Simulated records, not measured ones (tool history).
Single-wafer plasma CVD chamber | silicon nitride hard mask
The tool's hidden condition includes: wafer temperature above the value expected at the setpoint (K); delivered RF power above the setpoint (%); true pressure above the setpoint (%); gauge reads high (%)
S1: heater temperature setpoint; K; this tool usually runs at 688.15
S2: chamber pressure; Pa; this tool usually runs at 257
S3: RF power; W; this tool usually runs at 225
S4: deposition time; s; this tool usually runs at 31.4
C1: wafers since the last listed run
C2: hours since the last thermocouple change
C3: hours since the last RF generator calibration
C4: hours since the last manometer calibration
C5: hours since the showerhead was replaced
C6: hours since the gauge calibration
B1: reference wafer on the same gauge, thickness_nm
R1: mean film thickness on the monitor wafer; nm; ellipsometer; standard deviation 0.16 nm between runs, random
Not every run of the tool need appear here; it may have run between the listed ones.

Run 1, hour 0: usual settings; C1 0; C2 474.5; C3 1658.5; C4 1020.7; C5 6166.9; C6 1346.3; B1 36.139. Result: R1 30.153 nm.
Run 2, hour 80.2: usual settings; C1 2206; C2 554.7; C3 1738.7; C4 1100.9; C5 6247.1; C6 1426.5; B1 36.161. Result: R1 30.288 nm.
Run 3, hour 151.1: usual settings but S3 195 W; C1 1950; C2 625.6; C3 1809.6; C4 1171.8; C5 6318; C6 1497.4; B1 36.142. Result: R1 26.653 nm.
At hour 202.8: capacitance manometer re-zeroed and calibrated.
Run 4, hour 240.8: usual settings but S3 195 W; C1 2247; C2 715.3; C3 1899.3; C4 38; C5 6407.7; C6 1587.1; B1 36.066. Result: R1 27.292 nm.
Run 5, hour 299.4: usual settings but S2 244 Pa; C1 1612; C2 773.9; C3 1957.9; C4 96.6; C5 6466.3; C6 1645.7; B1 36.113. Result: R1 29.969 nm.
Run 6, hour 369.4: usual settings but S2 244 Pa; C1 1925; C2 843.9; C3 2027.9; C4 166.6; C5 6536.3; C6 1715.7; B1 36.059. Result: R1 29.823 nm.
Run 7, hour 428.8: usual settings but S2 244 Pa; C1 1634; C2 903.3; C3 2087.3; C4 226; C5 6595.7; C6 1775.1; B1 36.125. Result: R1 30.04 nm.
Run 8, hour 479.6: usual settings; C1 1397; C2 954.1; C3 2138.1; C4 276.8; C5 6646.5; C6 1825.9; B1 36.04. Result: R1 30.398 nm.
Run 9, hour 574.7: usual settings; C1 2616; C2 1049.2; C3 2233.2; C4 371.9; C5 6741.6; C6 1921; B1 36.152. Result: R1 30.552 nm.
At hour 584: thermocouple changed; heater temperature recalibrated.
At hour 634.2: RF generator calibrated.
Run 10, hour 677: usual settings; C1 2374; C2 93; C3 42.8; C4 474.2; C5 6843.9; C6 2023.3; B1 36.045. Result: R1 30.247 nm.
Run 11, hour 722.1: usual settings; C1 1240; C2 138.1; C3 87.9; C4 519.3; C5 6889; C6 2068.4; B1 36.101. Result: R1 30.171 nm.
At hour 764.5: gauge calibrated.
Run 12, hour 797: usual settings; C1 2060; C2 213; C3 162.8; C4 594.2; C5 6963.9; C6 32.5; B1 36.077. Result: R1 30.325 nm.
Run 13, hour 878.2: usual settings but S1 674.15 K, S3 240 W; C1 2233; C2 294.2; C3 244; C4 675.4; C5 7045.1; C6 113.7; B1 36.12. Result: R1 31.955 nm.
Run 14, hour 934: usual settings; C1 1535; C2 350; C3 299.8; C4 731.2; C5 7100.9; C6 169.5; B1 36.101. Result: R1 30.319 nm.
Run 15, hour 1029.6: usual settings but S2 213 Pa, S4 27 s; C1 2629; C2 445.6; C3 395.4; C4 826.8; C5 7196.5; C6 265.1; B1 36.076. Result: R1 24.482 nm.
Run 16, hour 1070.1: usual settings but S2 213 Pa, S4 27 s; C1 1114; C2 486.1; C3 435.9; C4 867.3; C5 7237; C6 305.6; B1 36.12. Result: R1 24.564 nm.
Run 17, hour 1159.9: usual settings but S1 694.15 K, S2 319 Pa, S3 195 W, S4 27.1 s; C1 2470; C2 575.9; C3 525.7; C4 957.1; C5 7326.8; C6 395.4; B1 36.096. Result: R1 24.41 nm.
Run 18, hour 1229.8: usual settings but S1 680.15 K, S2 216 Pa, S4 26.5 s; C1 1922; C2 645.8; C3 595.6; C4 1027; C5 7396.7; C6 465.3; B1 36.105. Result: R1 24.363 nm.
At hour 1387: capacitance manometer re-zeroed and calibrated.
At hour 1459.6: thermocouple changed; heater temperature recalibrated.
At hour 1496.6: showerhead replaced.
Run 19, hour 1540.5: usual settings but S1 678.15 K, S3 265 W, S4 35.3 s; C1 7887; C2 80.9; C3 906.3; C4 153.5; C5 43.9; C6 776; B1 36.13. Result: R1 39.637 nm.
Run 20, hour 1578.5: usual settings but S1 700.15 K, S2 285 Pa, S3 200 W, S4 25.3 s; C1 1045; C2 118.9; C3 944.3; C4 191.5; C5 81.9; C6 814; B1 36.142. Result: R1 22.703 nm.
Run 21, hour 1642.5: usual settings but S4 35.5 s; C1 1760; C2 182.9; C3 1008.3; C4 255.5; C5 145.9; C6 878; B1 36.034. Result: R1 34.544 nm.
Run 22, hour 1704.2: usual settings; C1 1697; C2 244.6; C3 1070; C4 317.2; C5 207.6; C6 939.7; B1 36.066. Result: R1 30.539 nm.
Run 23, hour 1768.5: usual settings; C1 1768; C2 308.9; C3 1134.3; C4 381.5; C5 271.9; C6 1004; B1 36.061. Result: R1 30.373 nm.
Run 24, hour 1825.9: usual settings but S2 321 Pa, S4 25.2 s; C1 1579; C2 366.3; C3 1191.7; C4 438.9; C5 329.3; C6 1061.4; B1 36.04. Result: R1 25.578 nm.
Run 25, hour 1880.6: usual settings but S1 693.15 K; C1 1504; C2 421; C3 1246.4; C4 493.6; C5 384; C6 1116.1; B1 36.114. Result: R1 30.187 nm.

Run by run, hidden condition taken away, random variation retained:
run      R1
  1  30.693
  2   30.84
  3  27.146
  4  27.409
  5  30.183
  6  30.124
  7  30.407
  8  30.819
  9  31.051
 10  30.806
 11  30.752
 12  30.944
 13  32.639
 14  30.985
 15  25.064
 16  25.156
 17  24.944
 18  24.972
 19  39.883
 20  22.863
 21   34.88
 22   30.89
 23   30.77
 24  25.916
 25  30.649
